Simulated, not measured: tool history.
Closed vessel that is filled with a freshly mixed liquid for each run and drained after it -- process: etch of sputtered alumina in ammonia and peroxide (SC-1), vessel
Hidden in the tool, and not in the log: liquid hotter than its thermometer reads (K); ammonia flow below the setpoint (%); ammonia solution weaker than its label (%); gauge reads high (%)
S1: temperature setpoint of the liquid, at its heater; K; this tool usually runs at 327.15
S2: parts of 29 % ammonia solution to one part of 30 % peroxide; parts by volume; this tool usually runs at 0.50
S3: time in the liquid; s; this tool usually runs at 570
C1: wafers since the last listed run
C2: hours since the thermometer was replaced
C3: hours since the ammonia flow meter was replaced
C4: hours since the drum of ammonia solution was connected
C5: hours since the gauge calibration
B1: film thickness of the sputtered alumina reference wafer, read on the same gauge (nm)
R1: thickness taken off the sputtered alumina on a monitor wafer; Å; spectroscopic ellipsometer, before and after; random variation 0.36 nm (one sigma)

Run 1, hour 0.0: usual settings but S1 331.65 K; C1 0; C2 377.4; C3 169.8; C4 224.7; C5 663.1; B1 150.01. Result: R1 607.2 Å.
Run 2, hour 46.0: usual settings but S1 331.65 K; C1 4082; C2 423.4; C3 215.8; C4 270.7; C5 709.1; B1 149.99. Result: R1 600.4 Å.
Run 3, hour 102.7: usual settings but S1 331.65 K; C1 5032; C2 480.1; C3 272.5; C4 327.4; C5 765.8; B1 150.01. Result: R1 618.0 Å.
Run 4, hour 139.2: usual settings but S3 495 s; C1 3239; C2 516.6; C3 309.0; C4 363.9; C5 802.3; B1 150.00. Result: R1 424.6 Å.
Run 5, hour 169.0: usual settings but S3 495 s; C1 2644; C2 546.4; C3 338.8; C4 393.7; C5 832.1; B1 150.00. Result: R1 420.7 Å.
At hour 184.4: thermometer replaced.
Run 6, hour 229.7: usual settings but S3 495 s; C1 5298; C2 45.3; C3 399.5; C4 454.4; C5 892.8; B1 150.02. Result: R1 398.4 Å.
Run 7, hour 275.8: usual settings; C1 4091; C2 91.4; C3 445.6; C4 500.5; C5 938.9; B1 149.99. Result: R1 470.0 Å.
Run 8, hour 304.7: usual settings; C1 2564; C2 120.3; C3 474.5; C4 529.4; C5 967.8; B1 150.02. Result: R1 464.7 Å.
Run 9, hour 332.5: usual settings; C1 2467; C2 148.1; C3 502.3; C4 557.2; C5 995.6; B1 150.02. Result: R1 477.0 Å.
At hour 352.9: new drum of ammonia solution connected.
Run 10, hour 388.4: usual settings; C1 4872; C2 204.0; C3 558.2; C4 35.5; C5 1051.5; B1 150.02. Result: R1 471.1 Å.
At hour 400.5: ammonia flow meter replaced.
Run 11, hour 446.7: usual settings; C1 5085; C2 262.3; C3 46.2; C4 93.8; C5 1109.8; B1 150.00. Result: R1 479.1 Å.
Run 12, hour 477.0: usual settings; C1 2689; C2 292.6; C3 76.5; C4 124.1; C5 1140.1; B1 150.02. Result: R1 481.5 Å.
Run 13, hour 503.0: usual settings but S1 330.65 K, S2 0.25 parts by volume, S3 330 s; C1 2307; C2 318.6; C3 102.5; C4 150.1; C5 1166.1; B1 150.02. Result: R1 310.0 Å.
Run 14, hour 569.2: usual settings but S1 330.15 K; C1 5875; C2 384.8; C3 168.7; C4 216.3; C5 1232.3; B1 150.00. Result: R1 563.1 Å.
At hour 588.9: gauge calibrated.
Run 15, hour 611.4: usual settings but S1 335.15 K, S3 400 s; C1 3745; C2 427.0; C3 210.9; C4 258.5; C5 22.5; B1 149.98. Result: R1 511.5 Å.
Run 16, hour 656.0: usual settings; C1 3958; C2 471.6; C3 255.5; C4 303.1; C5 67.1; B1 150.01. Result: R1 482.6 Å.
Run 17, hour 706.5: usual settings; C1 4481; C2 522.1; C3 306.0; C4 353.6; C5 117.6; B1 150.00. Result: R1 481.4 Å.
Run 18, hour 752.7: usual settings but S2 0.45 parts by volume; C1 4100; C2 568.3; C3 352.2; C4 399.8; C5 163.8; B1 149.99. Result: R1 484.3 Å.
At hour 754.0: thermometer replaced.
Run 19, hour 809.9: usual settings but S1 330.65 K, S2 0.65 parts by volume, S3 845 s; C1 4987; C2 55.9; C3 409.4; C4 457.0; C5 221.0; B1 150.00. Result: R1 862.8 Å.
Run 20, hour 865.3: usual settings but S3 850 s; C1 4916; C2 111.3; C3 464.8; C4 512.4; C5 276.4; B1 149.99. Result: R1 702.1 Å.
Run 21, hour 907.5: usual settings but S1 336.65 K, S2 0.70 parts by volume, S3 320 s; C1 3745; C2 153.5; C3 507.0; C4 554.6; C5 318.6; B1 150.00. Result: R1 447.9 Å.
At hour 912.2: new drum of ammonia solution connected.
Run 22, hour 939.7: usual settings but S2 0.65 parts by volume; C1 2769; C2 185.7; C3 539.2; C4 27.5; C5 350.8; B1 150.00. Result: R1 487.3 Å.
At hour 960.3: ammonia flow meter replaced.
Run 23, hour 991.8: usual settings but S1 323.65 K, S2 0.40 parts by volume, S3 810 s; C1 4535; C2 237.8; C3 31.5; C4 79.6; C5 402.9; B1 150.01. Result: R1 554.4 Å.
Run 24, hour 1180.2: usual settings but S1 334.15 K, S2 0.40 parts by volume; C1 16720; C2 426.2; C3 219.9; C4 268.0; C5 591.3; B1 149.98. Result: R1 679.6 Å.
Run 25, hour 1248.1: usual settings but S1 331.65 K, S2 0.30 parts by volume, S3 445 s; C1 6026; C2 494.1; C3 287.8; C4 335.9; C5 659.2; B1 150.00. Result: R1 448.2 Å.

Forecast each of these 5 alternatives for the next run:
Run A, hour 1248.9: usual settings but S3 845 s; C1 71; C2 494.9; C3 288.6; C4 336.7; C5 660.0; B1 ?. Result: R1 ?.
Run B, hour 1248.9: usual settings but S2 0.30 parts by volume, S3 305 s; C1 71; C2 494.9; C3 288.6; C4 336.7; C5 660.0; B1 ?. Result: R1 ?.
Run C, hour 1248.9: usual settings but S1 336.15 K, S3 810 s; C1 71; C2 494.9; C3 288.6; C4 336.7; C5 660.0; B1 ?. Result: R1 ?.
Run D, hour 1248.9: usual settings but S1 322.15 K, S2 0.65 parts by volume, S3 380 s; C1 71; C2 494.9; C3 288.6; C4 336.7; C5 660.0; B1 ?. Result: R1 ?.
Run E, hour 1248.9: usual settings but S3 250 s; C1 71; C2 494.9; C3 288.6; C4 336.7; C5 660.0; B1 ?. Result: R1 ?.

run      B1      R1
  A  149.99   716.9
  B  149.99   246.6
  C  149.99  1093.5
  D  149.99   252.2
  E  149.99   212.1
Without the tool's hidden state the same runs would have given:
run      R1
  A   688.5
  B   236.8
  C  1052.6
  D   241.8
  E   203.7
